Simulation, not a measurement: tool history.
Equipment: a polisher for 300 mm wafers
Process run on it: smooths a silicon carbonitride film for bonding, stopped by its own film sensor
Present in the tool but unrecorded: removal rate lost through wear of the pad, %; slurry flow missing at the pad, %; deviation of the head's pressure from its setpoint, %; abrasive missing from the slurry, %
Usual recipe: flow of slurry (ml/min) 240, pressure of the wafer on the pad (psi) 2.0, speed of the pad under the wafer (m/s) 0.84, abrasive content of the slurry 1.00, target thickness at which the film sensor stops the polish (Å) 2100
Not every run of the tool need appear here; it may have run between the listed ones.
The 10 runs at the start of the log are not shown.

| run | hour | flow of slurry (ml/min) | pressure of the wafer on the pad (psi) | speed of the pad under the wafer (m/s) | abrasive content of the slurry | target thickness at which the film sensor stops the polish (Å) | wafers since the last listed run | wafers polished on this pad | hours since the slurry nozzle was cleaned | hours since the head pressure was calibrated | hours since the slurry blender was calibrated | incoming thickness of the incoming film, nm | time until the film sensor stopped the polish (s) |
|---|---|---|---|---|---|---|---|---|---|---|---|---|---|
|  | 243.7 | head pressure recalibrated |
| 11 | 248.4 | 240 | 2.0 | 0.84 | 1.00 | 2100 | 59 | 801 | 676.8 | 4.7 | 150.4 | 239.1 | 144.2 |
| 12 | 279.9 | 240 | 2.0 | 0.84 | 1.00 | 2100 | 128 | 930 | 708.3 | 36.2 | 181.9 | 236.2 | 134.4 |
|  | 305.3 | worn pad replaced by a new one |
|  | 306.5 | slurry nozzle cleaned |
|  | 352.8 | slurry blender recalibrated |
| 13 | 358.3 | 200 | 2.2 | 1.02 | 1.00 | 2100 | 291 | 204 | 51.8 | 114.6 | 5.5 | 237.7 | 107.5 |
| 14 | 376.7 | 240 | 2.0 | 0.84 | 0.75 | 2100 | 75 | 279 | 70.2 | 133.0 | 23.9 | 236.2 | 144.2 |
| 15 | 400.3 | 240 | 2.0 | 0.84 | 1.00 | 2100 | 96 | 375 | 93.8 | 156.6 | 47.5 | 242.5 | 160.5 |
| 16 | 418.7 | 205 | 2.6 | 0.84 | 1.10 | 2010 | 75 | 450 | 112.2 | 175.0 | 65.9 | 236.8 | 131.6 |
| 17 | 434.8 | 315 | 1.4 | 0.56 | 1.00 | 2100 | 65 | 516 | 128.3 | 191.1 | 82.0 | 237.2 | 262.8 |
| 18 | 450.0 | 240 | 2.0 | 0.84 | 1.00 | 2010 | 62 | 578 | 143.5 | 206.3 | 97.2 | 237.6 | 183.4 |
| 19 | 464.7 | 240 | 2.0 | 0.74 | 1.00 | 2020 | 60 | 638 | 158.2 | 221.0 | 111.9 | 236.3 | 189.6 |
| 20 | 498.7 | 300 | 2.0 | 0.84 | 1.00 | 2100 | 138 | 777 | 192.2 | 255.0 | 145.9 | 240.1 | 150.2 |
| 21 | 527.3 | 240 | 1.6 | 0.84 | 1.00 | 2070 | 116 | 894 | 220.8 | 283.6 | 174.5 | 239.8 | 211.8 |
| 22 | 541.1 | 240 | 2.0 | 0.54 | 1.00 | 2100 | 56 | 950 | 234.6 | 297.4 | 188.3 | 237.9 | 206.5 |
|  | 570.9 | worn pad replaced by a new one |
| 23 | 571.4 | 295 | 2.0 | 0.84 | 1.00 | 2050 | 107 | 1 | 264.9 | 327.7 | 218.6 | 237.4 | 171.0 |
| 24 | 587.8 | 240 | 2.0 | 0.84 | 1.00 | 2100 | 66 | 68 | 281.3 | 344.1 | 235.0 | 243.2 | 178.6 |
| 25 | 613.5 | 240 | 2.0 | 0.84 | 0.90 | 2150 | 104 | 173 | 307.0 | 369.8 | 260.7 | 238.6 | 137.6 |
|  | 618.5 | slurry blender recalibrated |
| 26 | 636.1 | 240 | 2.0 | 0.64 | 0.90 | 2100 | 84 | 257 | 329.6 | 392.4 | 17.6 | 237.8 | 182.3 |
| 27 | 666.8 | 240 | 2.0 | 0.84 | 1.00 | 2100 | 125 | 383 | 360.3 | 423.1 | 48.3 | 240.4 | 151.9 |
| 28 | 684.0 | 240 | 2.0 | 0.84 | 1.00 | 2100 | 70 | 453 | 377.5 | 440.3 | 65.5 | 242.1 | 159.9 |
| 29 | 705.7 | 240 | 2.0 | 0.84 | 1.00 | 2100 | 88 | 542 | 399.2 | 462.0 | 87.2 | 244.6 | 171.7 |
| 30 | 739.8 | 240 | 2.0 | 0.70 | 1.00 | 2100 | 139 | 681 | 433.3 | 496.1 | 121.3 | 240.0 | 177.0 |

4 options for the next run, each taken on its own from the tool as it stands now. Forecast them:
| A | 740.3 | 240 | 2.2 | 0.84 | 1.00 | 2100 | 2 | 683 | 433.8 | 496.6 | 121.8 | 237.7 | ? |
| B | 740.3 | 240 | 1.6 | 0.72 | 1.20 | 2070 | 2 | 683 | 433.8 | 496.6 | 121.8 | 237.7 | ? |
| C | 740.3 | 240 | 2.0 | 0.54 | 1.00 | 2170 | 2 | 683 | 433.8 | 496.6 | 121.8 | 237.7 | ? |
| D | 740.3 | 240 | 2.6 | 1.00 | 1.00 | 2180 | 2 | 683 | 433.8 | 496.6 | 121.8 | 237.7 | ? |

| run | time until the film sensor stopped the polish (s) |
|---|---|
| A | 128.5 |
| B | 205.4 |
| C | 150.4 |
| D | 67.3 |
With no hidden state in the tool, these same runs would have given:
| run | time until the film sensor stopped the polish (s) |
|---|---|
| A | 122.6 |
| B | 196.8 |
| C | 143.5 |
| D | 64.2 |

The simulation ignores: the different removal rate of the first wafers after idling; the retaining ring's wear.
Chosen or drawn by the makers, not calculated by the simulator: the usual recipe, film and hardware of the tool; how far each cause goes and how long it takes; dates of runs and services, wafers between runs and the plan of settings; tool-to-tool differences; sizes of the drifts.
